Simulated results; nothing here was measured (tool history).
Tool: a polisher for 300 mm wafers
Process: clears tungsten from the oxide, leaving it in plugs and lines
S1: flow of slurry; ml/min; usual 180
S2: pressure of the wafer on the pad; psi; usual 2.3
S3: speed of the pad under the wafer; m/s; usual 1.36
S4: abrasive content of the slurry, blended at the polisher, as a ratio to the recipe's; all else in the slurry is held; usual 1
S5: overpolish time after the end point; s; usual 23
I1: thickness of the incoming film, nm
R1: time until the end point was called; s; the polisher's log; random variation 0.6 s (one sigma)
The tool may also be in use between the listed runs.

run 1 hour=0 | S1=180 S2=2.3 S3=1.36 S4=1 S5=23 | I1=295.4 | R1=77.2
-- hour=2.7 slurry tank refilled with fresh slurry and peroxide
run 2 hour=30.6 | S1=180 S2=2.3 S3=1.04 S4=1 S5=23 | I1=300.2 | R1=99.4
-- hour=41.4 slurry blender recalibrated
run 3 hour=58.4 | S1=180 S2=2.3 S3=1.04 S4=1 S5=23 | I1=301.6 | R1=103.2
run 4 hour=72.5 | S1=180 S2=2.3 S3=1.04 S4=1 S5=23 | I1=302.4 | R1=101.3
-- hour=100.7 worn pad replaced by a new one
run 5 hour=101.2 | S1=180 S2=1.9 S3=1.36 S4=1 S5=23 | I1=298.6 | R1=87.7
-- hour=119.1 slurry tank refilled with fresh slurry and peroxide
run 6 hour=131.4 | S1=180 S2=1.9 S3=1.36 S4=1 S5=23 | I1=297.5 | R1=93
run 7 hour=160.6 | S1=180 S2=2.3 S3=1.36 S4=1 S5=23 | I1=302.8 | R1=84.7
-- hour=173.2 slurry nozzle cleaned
run 8 hour=184.8 | S1=180 S2=2.3 S3=1.36 S4=1 S5=23 | I1=299.6 | R1=84.5
-- hour=234.2 worn pad replaced by a new one
-- hour=239.6 slurry tank refilled with fresh slurry and peroxide
-- hour=249.6 slurry blender recalibrated
run 9 hour=262.6 | S1=180 S2=2.3 S3=1.36 S4=1 S5=23 | I1=296.7 | R1=78.3
run 10 hour=274.8 | S1=180 S2=2.3 S3=1.36 S4=1 S5=14 | I1=297.4 | R1=79.8
run 11 hour=304.6 | S1=180 S2=2.3 S3=1.36 S4=1 S5=23 | I1=298.9 | R1=82.9
run 12 hour=339 | S1=215 S2=2.5 S3=1.36 S4=1 S5=23 | I1=302.7 | R1=78.1
-- hour=351.4 slurry tank refilled with fresh slurry and peroxide
-- hour=368 worn pad replaced by a new one
run 13 hour=368.5 | S1=180 S2=2.8 S3=1.36 S4=1 S5=23 | I1=297.6 | R1=63.9
-- hour=379.8 head pressure recalibrated
run 14 hour=389.4 | S1=135 S2=1.6 S3=1.52 S4=0.8 S5=23 | I1=298.8 | R1=103.2
run 15 hour=405.2 | S1=155 S2=2.3 S3=0.88 S4=1 S5=11 | I1=295.7 | R1=110.2
-- hour=416.1 slurry blender recalibrated
run 16 hour=421 | S1=180 S2=2.3 S3=1.08 S4=1 S5=36 | I1=294.4 | R1=95
run 17 hour=453 | S1=180 S2=2.3 S3=1.36 S4=1 S5=23 | I1=304 | R1=84.9
-- hour=458.1 slurry tank refilled with fresh slurry and peroxide
run 18 hour=479 | S1=180 S2=1.9 S3=1.36 S4=1 S5=23 | I1=302.6 | R1=97.5

3 ways to go on from here, each from the tool as it stands after run 18. What would each give?
run A hour=479.5 | S1=180 S2=1.6 S3=1.36 S4=1 S5=23 | I1=303.2 | R1=?
run B hour=479.5 | S1=145 S2=2.3 S3=1.36 S4=1 S5=23 | I1=303.2 | R1=?
run C hour=479.5 | S1=230 S2=2.9 S3=1.68 S4=1 S5=9 | I1=303.2 | R1=?

run=A R1=109.7
run=B R1=85.5
run=C R1=58.1
Without the tool's hidden state the same runs would have given:
run=A R1=97.4
run=B R1=75.9
run=C R1=51.6

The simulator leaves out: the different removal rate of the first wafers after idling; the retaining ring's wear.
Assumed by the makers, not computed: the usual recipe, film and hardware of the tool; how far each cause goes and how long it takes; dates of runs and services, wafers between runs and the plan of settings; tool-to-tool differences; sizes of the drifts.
